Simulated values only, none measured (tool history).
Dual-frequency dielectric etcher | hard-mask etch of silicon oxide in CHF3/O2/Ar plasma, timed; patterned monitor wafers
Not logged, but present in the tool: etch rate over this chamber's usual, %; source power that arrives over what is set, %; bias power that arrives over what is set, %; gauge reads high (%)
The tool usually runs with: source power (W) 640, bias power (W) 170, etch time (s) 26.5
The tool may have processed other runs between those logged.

run   hour  source power (W)  bias power (W)  etch time (s)  wafers since the last listed run  hours since the last wet clean  hours since the last source power generator calibration  hours since the last bias power generator calibration  hours since the last upper electrode change  hours since the gauge calibration  read-back reference wafer on the same gauge, depth_nm  mean etch depth across the wafer (nm)
  1      0               640             183           26.5                                 0                           331.3                                                   2991.4                                                 2611.6                                       4530.5                              129.8                                                   62.2                                   61.5
  2   26.3               640             139             22                               314                           357.6                                                   3017.7                                                 2637.9                                       4556.8                              156.1                                                   62.3                                   47.9
  3   42.3               640             139             22                               191                           373.6                                                   3033.7                                                 2653.9                                       4572.8                              172.1                                                   62.3                                     48
  4  129.8               640             139             22                              1045                           461.1                                                   3121.2                                                 2741.4                                       4660.3                              259.6                                                   62.4                                     47
  5    163               640             170           26.5                               396                           494.3                                                   3154.4                                                 2774.6                                       4693.5                              292.8                                                   62.5                                   60.1
     168.9  -- source power generator calibrated
     190.2  -- upper electrode replaced
  6  192.3               570             170             29                                48                           523.6                                                     23.4                                                 2803.9                                          2.1                              322.1                                                   62.2                                   62.4
  7  212.5               640             170             30                               241                           543.8                                                     43.6                                                 2824.1                                         22.3                              342.3                                                   62.3                                   67.7
  8  244.4               640             170           26.5                               381                           575.7                                                     75.5                                                   2856                                         54.2                              374.2                                                   62.4                                   59.7
     271.8  -- wet clean of the chamber
  9  275.9               640             206           32.5                                89                             4.1                                                      107                                                 2887.5                                         85.7                              405.7                                                   62.4                                     81
     295.6  -- bias power generator calibrated
 10  340.8               640             192           26.5                               727                              69                                                    171.9                                                   45.2                                        150.6                              470.6                                                   62.2                                     64
     353.1  -- gauge calibrated
 11  360.7               640             129           26.5                               237                            88.9                                                    191.8                                                   65.1                                        170.5                                7.6                                                   62.3                                   57.4
 12  408.3               640             170           26.5                               568                           136.5                                                    239.4                                                  112.7                                        218.1                               55.2                                                   62.3                                   61.7
 13  429.1               700             170             22                               248                           157.3                                                    260.2                                                  133.5                                        238.9                                 76                                                   62.3                                   52.2
 14  448.9               800             141           32.5                               236                           177.1                                                      280                                                  153.3                                        258.7                               95.8                                                   62.3                                   77.8

Describe how what the log doesn't record of the tool's condition differs between the last listed run preceding each entry between runs and the first listed run following it.
After run 5, before run 6: source power generator calibrated (hour 168.9); upper electrode replaced (hour 190.2)
  etch rate over this chamber's usual, %: -3.98 -> -4.22
  measured less the result without the state, mean etch depth across the wafer (nm): -2.5 -> -2.8
After run 8, before run 9: wet clean of the chamber (hour 271.8)
  etch rate over this chamber's usual, %: -4.65 -> -0.321
  measured less the result without the state, mean etch depth across the wafer (nm): -2.9 -> -0.2
After run 9, before run 10: bias power generator calibrated (hour 295.6)
  etch rate over this chamber's usual, %: -0.321 -> -0.858
  measured less the result without the state, mean etch depth across the wafer (nm): -0.2 -> -0.6
After run 10, before run 11: gauge calibrated (hour 353.1)
  etch rate over this chamber's usual, %: -0.858 -> -1.02
  measured less the result without the state, mean etch depth across the wafer (nm): -0.6 -> -0.6
